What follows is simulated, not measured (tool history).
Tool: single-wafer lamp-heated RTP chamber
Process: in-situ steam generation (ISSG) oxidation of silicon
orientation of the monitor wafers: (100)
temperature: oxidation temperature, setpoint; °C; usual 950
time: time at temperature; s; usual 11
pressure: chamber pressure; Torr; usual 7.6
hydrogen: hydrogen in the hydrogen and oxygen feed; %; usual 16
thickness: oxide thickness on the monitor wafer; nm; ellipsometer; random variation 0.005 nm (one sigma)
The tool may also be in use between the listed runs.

run,hour,temperature,time,pressure,hydrogen,"read-back reference wafer on the same gauge, thickness",thickness
1,0.0,950,11,7.6,16,2.890,3.377
2,6.3,950,11,7.6,16,2.890,3.399
3,18.2,950,11,7.6,16,2.890,3.391
4,30.6,950,10,7.6,16,2.891,3.269
5,37.5,950,10,7.6,16,2.890,3.267
6,51.8,950,10,7.6,16,2.891,3.269
# hour 60.8: pressure gauge zeroed
7,62.2,950,11,7.6,16,2.890,3.392
8,79.8,950,11,8.2,22,2.890,3.670
# hour 86.7: gauge calibrated
9,91.9,950,11,7.2,16,2.889,3.380
# hour 100.7: pyrometer window cleaned and pyrometer calibrated
10,106.4,950,11,6.9,19,2.890,3.440
11,116.8,942,11,6.9,12,2.890,3.018
# hour 131.3: hydrogen flow controller replaced
12,131.8,950,11,7.6,16,2.890,3.322
13,142.1,950,11,7.6,16,2.891,3.319
14,150.6,960,11,7.6,16,2.890,3.408
15,156.7,969,12,7.6,16,2.891,3.624
16,172.6,950,11,7.6,21,2.891,3.560

Forecast each of these 4 alternatives for the next run:
A,173.1,950,11,7.6,16,?,?
B,173.1,950,11,7.6,11,?,?
C,173.1,950,11,7.6,24,?,?
D,173.1,950,8,8.2,24,?,?

run,"read-back reference wafer on the same gauge, thickness",thickness
A,2.890,3.333
B,2.890,3.054
C,2.890,3.696
D,2.890,3.293
Without the tool's hidden state the same runs would have given:
run,thickness
A,3.303
B,3.027
C,3.662
D,3.266
